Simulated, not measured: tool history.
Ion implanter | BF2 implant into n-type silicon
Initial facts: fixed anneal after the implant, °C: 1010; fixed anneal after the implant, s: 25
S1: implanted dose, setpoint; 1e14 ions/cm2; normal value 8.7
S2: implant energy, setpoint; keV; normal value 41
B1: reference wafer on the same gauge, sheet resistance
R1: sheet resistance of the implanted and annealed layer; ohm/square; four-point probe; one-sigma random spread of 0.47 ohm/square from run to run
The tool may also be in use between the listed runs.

run,hour,S1,S2,B1,R1
1,0,7.48,41,176.99,172.19
2,17.8,8.7,37.5,176.93,158.15
3,78,8.7,37.5,176.93,158.25
4,107.7,8.7,37.5,176.9,158.47
5,133.7,8.7,34.5,176.99,161.17
# hour 148: gauge calibrated
6,166.6,10.56,34.5,176.86,144.38
7,181.9,10.56,34.5,176.84,144.24
8,197.5,8.7,41,176.82,154.56
9,223.9,8.7,41,177.01,154.72
10,253.8,8.7,41,177.02,155.56
11,268.5,8.7,41,177.02,154.94
# hour 294.3: Faraday cup replaced and dose calibrated
12,294.8,8.7,41,177.09,150.5
13,322.2,8.7,41,176.95,150.07
14,338.3,8.7,41,177.02,151.6
# hour 385.1: extraction supply calibrated
15,402.6,7.13,41,177.16,174.71
16,415.9,7.13,41,176.91,175.04
17,439.6,8.7,41,177.11,150.67
18,470.7,9.82,33,176.94,149.89
19,497.3,9.37,41,176.92,144.51
20,531.8,7.13,45,177.06,172.92
21,556,7.92,32,177.05,171.5
22,581.1,8.7,41,177.03,152.54
# hour 660.9: gauge calibrated
23,688.8,9.82,33,176.88,149.79
24,716.6,8.7,41,176.83,152.81
25,746,9.51,41,177.07,144.6
26,762.6,10.84,41,176.91,133.32
27,790.8,9.69,33.5,176.99,150.78
28,824.6,8.7,41,177.11,153.38
29,841.2,10.38,54,176.92,127.67
30,858.1,11.1,41,176.91,131.96
31,892.8,7.96,45.5,176.92,160.25
32,927.3,7.73,46.5,176.95,163.83

3 options for the next run, each taken on its own from the tool as it stands now. Forecast them:
A,927.7,8.7,41,?,?
B,927.7,10.52,31,?,?
C,927.7,8.7,27,?,?

run,B1,R1
A,177.07,154.52
B,177.07,149.4
C,177.07,172.16
Take away the tool's hidden state, keep each run's random variation, and the runs would have read:
run,R1
A,150.78
B,146.88
C,168.78
